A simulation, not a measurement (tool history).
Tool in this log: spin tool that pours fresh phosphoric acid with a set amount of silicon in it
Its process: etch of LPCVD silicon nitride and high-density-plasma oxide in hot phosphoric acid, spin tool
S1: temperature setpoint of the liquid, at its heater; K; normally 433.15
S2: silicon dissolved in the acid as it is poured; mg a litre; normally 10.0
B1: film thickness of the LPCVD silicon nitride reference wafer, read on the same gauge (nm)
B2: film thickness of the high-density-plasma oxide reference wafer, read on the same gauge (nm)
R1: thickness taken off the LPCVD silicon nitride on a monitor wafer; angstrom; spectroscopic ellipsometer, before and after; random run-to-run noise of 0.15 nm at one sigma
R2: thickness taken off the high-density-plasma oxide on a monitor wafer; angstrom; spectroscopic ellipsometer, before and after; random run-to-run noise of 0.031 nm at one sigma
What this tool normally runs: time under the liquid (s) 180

run 1 day=0.000 | S1=433.15 S2=10.0 time_under_the_liquid_(s)=180 | B1=30.02 B2=50.021 | R1=172.4 R2=3.73
run 2 day=2.533 | S1=433.15 S2=15.0 time_under_the_liquid_(s)=105 | B1=30.01 B2=49.960 | R1=100.7 R2=1.56
run 3 day=4.142 | S1=436.15 S2=7.5 time_under_the_liquid_(s)=180 | B1=29.99 B2=50.020 | R1=188.5 R2=3.86
run 4 day=5.717 | S1=433.15 S2=16.5 time_under_the_liquid_(s)=90 | B1=29.99 B2=49.996 | R1=86.9 R2=1.63
run 5 day=7.162 | S1=431.15 S2=14.0 time_under_the_liquid_(s)=130 | B1=30.01 B2=49.987 | R1=113.2 R2=1.86
run 6 day=9.212 | S1=431.65 S2=16.5 time_under_the_liquid_(s)=255 | B1=30.01 B2=49.985 | R1=230.6 R2=3.32
run 7 day=11.925 | S1=434.15 S2=4.0 time_under_the_liquid_(s)=130 | B1=30.00 B2=50.017 | R1=127.3 R2=2.91
-- day=13.396 dissolved silicon flow meter replaced
run 8 day=13.729 | S1=433.15 S2=15.0 time_under_the_liquid_(s)=105 | B1=30.00 B2=50.026 | R1=97.2 R2=1.45
run 9 day=16.638 | S1=433.15 S2=10.0 time_under_the_liquid_(s)=215 | B1=29.99 B2=49.990 | R1=203.4 R2=3.95
run 10 day=18.933 | S1=433.15 S2=10.0 time_under_the_liquid_(s)=180 | B1=29.99 B2=50.026 | R1=169.3 R2=2.98
-- day=19.396 thermometer replaced
run 11 day=20.921 | S1=430.65 S2=3.5 time_under_the_liquid_(s)=275 | B1=30.01 B2=49.990 | R1=237.8 R2=3.97
run 12 day=23.142 | S1=433.15 S2=10.0 time_under_the_liquid_(s)=115 | B1=30.02 B2=50.010 | R1=106.1 R2=1.87
run 13 day=24.950 | S1=433.15 S2=10.0 time_under_the_liquid_(s)=180 | B1=29.97 B2=49.977 | R1=168.4 R2=3.52
run 14 day=27.017 | S1=431.15 S2=7.5 time_under_the_liquid_(s)=230 | B1=29.99 B2=49.992 | R1=199.1 R2=3.29
run 15 day=28.379 | S1=434.15 S2=14.5 time_under_the_liquid_(s)=105 | B1=30.00 B2=49.981 | R1=100.6 R2=1.66
run 16 day=29.996 | S1=430.15 S2=3.0 time_under_the_liquid_(s)=270 | B1=30.02 B2=50.006 | R1=225.5 R2=3.87
run 17 day=32.333 | S1=433.15 S2=10.0 time_under_the_liquid_(s)=180 | B1=30.02 B2=49.986 | R1=167.8 R2=3.36
run 18 day=33.604 | S1=433.15 S2=10.0 time_under_the_liquid_(s)=180 | B1=29.99 B2=50.024 | R1=164.9 R2=2.88
run 19 day=36.112 | S1=436.15 S2=10.0 time_under_the_liquid_(s)=130 | B1=30.00 B2=50.011 | R1=132.2 R2=2.54
run 20 day=37.779 | S1=433.15 S2=10.0 time_under_the_liquid_(s)=180 | B1=29.99 B2=50.014 | R1=165.0 R2=3.27
-- day=38.096 dissolved silicon flow meter replaced
run 21 day=38.912 | S1=434.65 S2=13.5 time_under_the_liquid_(s)=270 | B1=30.00 B2=49.971 | R1=262.6 R2=3.99
run 22 day=41.654 | S1=433.15 S2=10.0 time_under_the_liquid_(s)=180 | B1=30.02 B2=49.997 | R1=166.6 R2=3.49

Each row is a separate what-if for the run after 22, all from the same tool condition, not one after another. Results?
run A day=41.675 | S1=435.15 S2=10.0 time_under_the_liquid_(s)=180 | B1=? B2=? | R1=? R2=?
run B day=41.675 | S1=433.15 S2=10.0 time_under_the_liquid_(s)=220 | B1=? B2=? | R1=? R2=?
run C day=41.675 | S1=435.65 S2=10.0 time_under_the_liquid_(s)=180 | B1=? B2=? | R1=? R2=?

run=A B1=30.01 B2=49.993 R1=177.9 R2=3.09
run=B B1=30.01 B2=49.993 R1=203.3 R2=3.25
run=C B1=30.01 B2=49.993 R1=180.9 R2=3.21
What these runs would have given with no unlogged condition in the tool:
run=A R1=188.9 R2=3.53
run=B R1=215.9 R2=3.72
run=C R1=192.1 R2=3.66
